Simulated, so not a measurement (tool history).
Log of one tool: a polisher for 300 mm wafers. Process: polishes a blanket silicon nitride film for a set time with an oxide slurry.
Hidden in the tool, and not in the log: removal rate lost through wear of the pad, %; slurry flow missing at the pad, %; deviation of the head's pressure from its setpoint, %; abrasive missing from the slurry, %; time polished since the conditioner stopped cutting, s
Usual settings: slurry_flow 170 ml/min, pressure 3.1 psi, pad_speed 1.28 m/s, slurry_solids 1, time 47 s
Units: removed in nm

run,hour,slurry_flow,pressure,pad_speed,slurry_solids,time,wafers since the last listed run,wafers polished on this pad,hours since the slurry nozzle was cleaned,hours since the head pressure was calibrated,hours since the slurry blender was calibrated,hours since the conditioning disc was replaced,"incoming thickness of the incoming film, nm",removed
1,0,170,3.1,1.28,1,47,0,4,183,410.3,99.6,542.1,616.3,31.7
# hour 3.9: head pressure recalibrated
2,7,170,3.1,1.28,0.95,43,47,52,190,3.1,106.6,549.1,627.8,27.3
3,22.1,170,2.5,1.28,1.1,47,143,195,205.1,18.2,121.7,564.2,616.8,28.9
4,30,170,3.1,1.28,1,47,74,270,213,26.1,129.6,572.1,626.4,31.5
5,47.1,170,3.1,1.28,1.3,47,162,432,230.1,43.2,146.7,589.2,618.8,36.5
# hour 49.9: conditioning disc replaced and pad reconditioned
6,56,170,3.1,1.28,1,47,65,498,239,52.1,155.6,6.1,615.8,31
7,72.7,225,4.2,1.28,1,47,158,656,255.7,68.8,172.3,22.8,631.2,39.8
# hour 75.2: slurry nozzle cleaned
8,87.4,170,3.1,0.88,0.85,47,129,786,12.2,83.5,187,37.5,616.6,23
# hour 96.4: worn pad replaced by a new one
9,96.9,225,3.4,1.52,1,47,52,4,21.7,93,196.5,47,624.3,39.7
10,105.5,170,3.1,1.6,0.7,62,81,85,30.3,101.6,205.1,55.6,628.1,34.5
11,113.9,170,3.1,1.28,1,47,79,165,38.7,110,213.5,64,619.1,32.9
12,127.9,170,3.1,1.28,1,47,132,298,52.7,124,227.5,78,610.5,32.6
# hour 131: slurry blender recalibrated
13,137.9,170,4.1,0.86,1,47,75,374,62.7,134,6.9,88,624.5,31.2
14,152.3,225,2.2,1.28,1.15,40,136,510,77.1,148.4,21.3,102.4,627,24.8
15,169.1,170,3.1,1.28,0.9,38,159,670,93.9,165.2,38.1,119.2,612.3,23.8
16,176.5,170,3.1,0.86,0.9,38,70,740,101.3,172.6,45.5,126.6,615,18.8
17,183.7,170,3.1,1.28,1,47,68,808,108.5,179.8,52.7,133.8,615.7,31.9
# hour 205.2: worn pad replaced by a new one
18,205.7,170,3.1,1.28,1,47,170,4,130.5,201.8,74.7,155.8,608.4,31.1
19,210.8,170,3.1,1.64,1,47,48,53,135.6,206.9,79.8,160.9,629.9,36.6
20,220.9,170,3.1,1.28,1,47,95,148,145.7,217,89.9,171,625,31.4
21,231,200,3.1,0.9,1,47,95,244,155.8,227.1,100,181.1,615.4,26.2
22,246.6,190,4,1.28,1,47,148,392,171.4,242.7,115.6,196.7,621.3,38
23,264.5,170,4.1,1.28,1.2,47,169,562,189.3,260.6,133.5,214.6,629.4,43
24,280.6,170,3.1,1.28,1,47,152,715,205.4,276.7,149.6,230.7,628.8,31.2
25,290.5,170,4.1,0.88,1,53,93,809,215.3,286.6,159.5,240.6,616.9,35.1
# hour 303.6: worn pad replaced by a new one
26,305.3,190,2.6,1.28,1,47,102,16,230.1,301.4,174.3,255.4,626.5,28.4

Forecast each of these 4 alternatives for the next run:
A,305.7,170,3.1,1.28,1,47,3,19,230.5,301.8,174.7,255.8,631.3,?
B,305.7,200,2.7,1.6,1,56,3,19,230.5,301.8,174.7,255.8,631.3,?
C,305.7,170,3.7,1.28,0.85,47,3,19,230.5,301.8,174.7,255.8,631.3,?
D,305.7,170,2.4,1.52,1,47,3,19,230.5,301.8,174.7,255.8,631.3,?

run,removed
A,32.1
B,40.8
C,31.7
D,30.3
Without the tool's hidden state the same runs would have given:
run,removed
A,33.7
B,42.7
C,33.2
D,31.8
